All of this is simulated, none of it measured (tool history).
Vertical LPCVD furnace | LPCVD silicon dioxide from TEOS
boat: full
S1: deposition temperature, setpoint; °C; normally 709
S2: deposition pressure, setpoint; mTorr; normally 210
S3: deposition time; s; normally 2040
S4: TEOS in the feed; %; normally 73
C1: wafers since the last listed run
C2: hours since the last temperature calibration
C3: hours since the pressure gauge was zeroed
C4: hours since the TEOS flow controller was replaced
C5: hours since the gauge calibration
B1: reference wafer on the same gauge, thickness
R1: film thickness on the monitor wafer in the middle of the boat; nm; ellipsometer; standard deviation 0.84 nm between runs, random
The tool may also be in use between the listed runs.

run 1 hour=0 | S1=709 S2=210 S3=2040 S4=73 | C1=0 C2=2755.3 C3=1257.3 C4=1534.5 C5=566.1 | B1=273.79 | R1=254.69
run 2 hour=88.9 | S1=709 S2=210 S3=1740 S4=73 | C1=1605 C2=2844.2 C3=1346.2 C4=1623.4 C5=655 | B1=273.6 | R1=217.6
run 3 hour=182.5 | S1=709 S2=210 S3=2040 S4=73 | C1=1690 C2=2937.8 C3=1439.8 C4=1717 C5=748.6 | B1=273.81 | R1=256.42
run 4 hour=283.9 | S1=709 S2=210 S3=2040 S4=73 | C1=1831 C2=3039.2 C3=1541.2 C4=1818.4 C5=850 | B1=274.21 | R1=255.73
run 5 hour=358.3 | S1=709 S2=210 S3=2040 S4=73 | C1=1343 C2=3113.6 C3=1615.6 C4=1892.8 C5=924.4 | B1=274.03 | R1=254.11
run 6 hour=465.5 | S1=709 S2=210 S3=2040 S4=65 | C1=1936 C2=3220.8 C3=1722.8 C4=2000 C5=1031.6 | B1=273.73 | R1=242.25
run 7 hour=565 | S1=709 S2=210 S3=2040 S4=65 | C1=1797 C2=3320.3 C3=1822.3 C4=2099.5 C5=1131.1 | B1=273.86 | R1=241.29
run 8 hour=634.4 | S1=709 S2=210 S3=2040 S4=65 | C1=1253 C2=3389.7 C3=1891.7 C4=2168.9 C5=1200.5 | B1=274.14 | R1=240.17
run 9 hour=730.5 | S1=709 S2=180 S3=2040 S4=73 | C1=1735 C2=3485.8 C3=1987.8 C4=2265 C5=1296.6 | B1=273.97 | R1=236.51
run 10 hour=791.4 | S1=709 S2=180 S3=2040 S4=73 | C1=1099 C2=3546.7 C3=2048.7 C4=2325.9 C5=1357.5 | B1=273.81 | R1=237.45
run 11 hour=833 | S1=709 S2=180 S3=2040 S4=73 | C1=751 C2=3588.3 C3=2090.3 C4=2367.5 C5=1399.1 | B1=273.9 | R1=238.3
run 12 hour=1096.6 | S1=709 S2=200 S3=2040 S4=73 | C1=4761 C2=3851.9 C3=2353.9 C4=2631.1 C5=1662.7 | B1=274.15 | R1=249.76
-- hour=1121.6 thermocouples replaced and temperature profile calibrated
run 13 hour=1158.4 | S1=709 S2=200 S3=2040 S4=73 | C1=682 C2=36.8 C3=2415.7 C4=2692.9 C5=1724.5 | B1=274.06 | R1=249.66
run 14 hour=1207.3 | S1=709 S2=210 S3=2040 S4=73 | C1=883 C2=85.7 C3=2464.6 C4=2741.8 C5=1773.4 | B1=274.05 | R1=256.04
-- hour=1280.6 TEOS flow controller replaced
-- hour=1287.4 pressure gauge zeroed
run 15 hour=1310.8 | S1=709 S2=160 S3=1800 S4=73 | C1=1313 C2=189.2 C3=23.4 C4=30.2 C5=1876.9 | B1=274.1 | R1=193.36
run 16 hour=1347.5 | S1=709 S2=160 S3=1350 S4=63 | C1=662 C2=225.9 C3=60.1 C4=66.9 C5=1913.6 | B1=273.99 | R1=134.45
run 17 hour=1411.1 | S1=698 S2=210 S3=2040 S4=73 | C1=1148 C2=289.5 C3=123.7 C4=130.5 C5=1977.2 | B1=273.97 | R1=194.76
run 18 hour=1475.7 | S1=699 S2=175 S3=1410 S4=87 | C1=1166 C2=354.1 C3=188.3 C4=195.1 C5=2041.8 | B1=274.25 | R1=137.4
run 19 hour=1575 | S1=709 S2=210 S3=2040 S4=73 | C1=1793 C2=453.4 C3=287.6 C4=294.4 C5=2141.1 | B1=274.37 | R1=251.18
run 20 hour=1653.3 | S1=709 S2=210 S3=2040 S4=73 | C1=1414 C2=531.7 C3=365.9 C4=372.7 C5=2219.4 | B1=274.28 | R1=251.05
run 21 hour=1728 | S1=709 S2=165 S3=2280 S4=83 | C1=1349 C2=606.4 C3=440.6 C4=447.4 C5=2294.1 | B1=273.82 | R1=268.86
run 22 hour=1776.4 | S1=709 S2=210 S3=2040 S4=73 | C1=874 C2=654.8 C3=489 C4=495.8 C5=2342.5 | B1=274.01 | R1=252.35
-- hour=1838.2 gauge calibrated
run 23 hour=1840.2 | S1=713 S2=175 S3=1800 S4=59 | C1=1152 C2=718.6 C3=552.8 C4=559.6 C5=2 | B1=273.64 | R1=200.36
run 24 hour=1947.4 | S1=706 S2=170 S3=1380 S4=87 | C1=1936 C2=825.8 C3=660 C4=666.8 C5=109.2 | B1=274.14 | R1=157.69
run 25 hour=2039.9 | S1=716 S2=210 S3=1740 S4=73 | C1=1670 C2=918.3 C3=752.5 C4=759.3 C5=201.7 | B1=274.1 | R1=254.74
run 26 hour=2092 | S1=709 S2=240 S3=2580 S4=73 | C1=941 C2=970.4 C3=804.6 C4=811.4 C5=253.8 | B1=274.03 | R1=342.52
run 27 hour=2175.1 | S1=709 S2=210 S3=2040 S4=65 | C1=1500 C2=1053.5 C3=887.7 C4=894.5 C5=336.9 | B1=273.82 | R1=239.66
run 28 hour=2251.7 | S1=713 S2=170 S3=2040 S4=73 | C1=1383 C2=1130.1 C3=964.3 C4=971.1 C5=413.5 | B1=273.99 | R1=250.79
run 29 hour=2294.1 | S1=712 S2=260 S3=2040 S4=73 | C1=765 C2=1172.5 C3=1006.7 C4=1013.5 C5=455.9 | B1=274.03 | R1=301.52
run 30 hour=2382.4 | S1=709 S2=210 S3=2490 S4=73 | C1=1594 C2=1260.8 C3=1095 C4=1101.8 C5=544.2 | B1=273.71 | R1=311.62
run 31 hour=2434 | S1=709 S2=210 S3=2040 S4=73 | C1=931 C2=1312.4 C3=1146.6 C4=1153.4 C5=595.8 | B1=274.2 | R1=254.63
run 32 hour=2517.1 | S1=709 S2=210 S3=2040 S4=61 | C1=1500 C2=1395.5 C3=1229.7 C4=1236.5 C5=678.9 | B1=274.26 | R1=232.41

Branching from run 32: 3 alternative next runs. What would each branch give?
run A hour=2521.1 | S1=709 S2=210 S3=2040 S4=73 | C1=72 C2=1399.5 C3=1233.7 C4=1240.5 C5=682.9 | B1=? | R1=?
run B hour=2521.1 | S1=701 S2=260 S3=2700 S4=64 | C1=72 C2=1399.5 C3=1233.7 C4=1240.5 C5=682.9 | B1=? | R1=?
run C hour=2521.1 | S1=709 S2=225 S3=2040 S4=73 | C1=72 C2=1399.5 C3=1233.7 C4=1240.5 C5=682.9 | B1=? | R1=?

run=A B1=274.14 R1=254.56
run=B B1=274.14 R1=290.86
run=C B1=274.14 R1=263.14
The same runs, with their run-to-run variation unchanged, on a tool lacking any hidden condition would have given:
run=A R1=249.45
run=B R1=286.12
run=C R1=258.2
